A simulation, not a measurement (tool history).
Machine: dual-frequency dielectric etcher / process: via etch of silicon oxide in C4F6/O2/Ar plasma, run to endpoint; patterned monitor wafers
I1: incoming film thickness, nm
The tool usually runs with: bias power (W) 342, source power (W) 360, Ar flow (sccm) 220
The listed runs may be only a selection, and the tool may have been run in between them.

Run 1, hour 0: usual settings but bias power (W) 274; I1 171.3. Result: endpoint time (s) 48.5.
Run 2, hour 6.2: usual settings but bias power (W) 274; I1 169.7. Result: endpoint time (s) 47.8.
Run 3, hour 23.3: usual settings but bias power (W) 274; I1 169. Result: endpoint time (s) 47.7.
Run 4, hour 35.7: usual settings; I1 169.2. Result: endpoint time (s) 43.8.
Run 5, hour 44.3: usual settings; I1 168.9. Result: endpoint time (s) 43.1.
Run 6, hour 50.3: usual settings; I1 170.5. Result: endpoint time (s) 43.9.
Run 7, hour 62.8: usual settings; I1 168.4. Result: endpoint time (s) 43.2.
Run 8, hour 80: usual settings; I1 170. Result: endpoint time (s) 43.6.
Run 9, hour 86.9: usual settings; I1 170.2. Result: endpoint time (s) 43.8.
Run 10, hour 97.1: usual settings but bias power (W) 285; I1 169.9. Result: endpoint time (s) 47.
At hour 109.9: bias power generator calibrated.
Run 11, hour 110.4: usual settings but bias power (W) 285; I1 170. Result: endpoint time (s) 46.9.
Run 12, hour 117.8: usual settings but bias power (W) 300; I1 168.1. Result: endpoint time (s) 45.5.
Run 13, hour 131.6: usual settings but bias power (W) 280, source power (W) 310, Ar flow (sccm) 201; I1 170.6. Result: endpoint time (s) 50.
Run 14, hour 137.9: usual settings but bias power (W) 312, source power (W) 390, Ar flow (sccm) 180; I1 169.9. Result: endpoint time (s) 42.2.
Run 15, hour 151.4: usual settings but bias power (W) 385, source power (W) 430, Ar flow (sccm) 256; I1 170.5. Result: endpoint time (s) 39.5.
Run 16, hour 159.5: usual settings; I1 168.8. Result: endpoint time (s) 43.1.
At hour 171.5: Ar flow controller replaced.
Run 17, hour 172: usual settings but source power (W) 330, Ar flow (sccm) 178; I1 169.9. Result: endpoint time (s) 43.9.
At hour 197.4: upper electrode replaced.
At hour 198.9: wet clean of the chamber.
At hour 199: source power generator calibrated.
Run 18, hour 199.4: usual settings; I1 170.4. Result: endpoint time (s) 46.4.
Run 19, hour 207.4: usual settings but bias power (W) 395, source power (W) 430; I1 168.5. Result: endpoint time (s) 40.1.
Run 20, hour 215.1: usual settings but bias power (W) 395, source power (W) 430; I1 169.3. Result: endpoint time (s) 40.3.
Run 21, hour 227: usual settings; I1 170.1. Result: endpoint time (s) 45.6.
Run 22, hour 235.7: usual settings but bias power (W) 366, Ar flow (sccm) 182; I1 169.6. Result: endpoint time (s) 43.
Run 23, hour 267.8: usual settings but source power (W) 440; I1 170.6. Result: endpoint time (s) 42.

4 ways to go on from here, each from the tool as it stands after run 23. What would each give?
Run A, hour 268.2: usual settings but bias power (W) 313; I1 168.1. Result: endpoint time (s) ?.
Run B, hour 268.2: usual settings but bias power (W) 425, source power (W) 320; I1 168.1. Result: endpoint time (s) ?.
Run C, hour 268.2: usual settings but bias power (W) 396, source power (W) 430; I1 168.1. Result: endpoint time (s) ?.
Run D, hour 268.2: usual settings but bias power (W) 287; I1 168.1. Result: endpoint time (s) ?.

run  endpoint time (s)
  A               46.5
  B               43.1
  C               39.5
  D               48.1
The same runs, with their run-to-run variation unchanged, on a tool lacking any hidden condition would have given:
run  endpoint time (s)
  A                 47
  B               43.6
  C               39.9
  D               48.6

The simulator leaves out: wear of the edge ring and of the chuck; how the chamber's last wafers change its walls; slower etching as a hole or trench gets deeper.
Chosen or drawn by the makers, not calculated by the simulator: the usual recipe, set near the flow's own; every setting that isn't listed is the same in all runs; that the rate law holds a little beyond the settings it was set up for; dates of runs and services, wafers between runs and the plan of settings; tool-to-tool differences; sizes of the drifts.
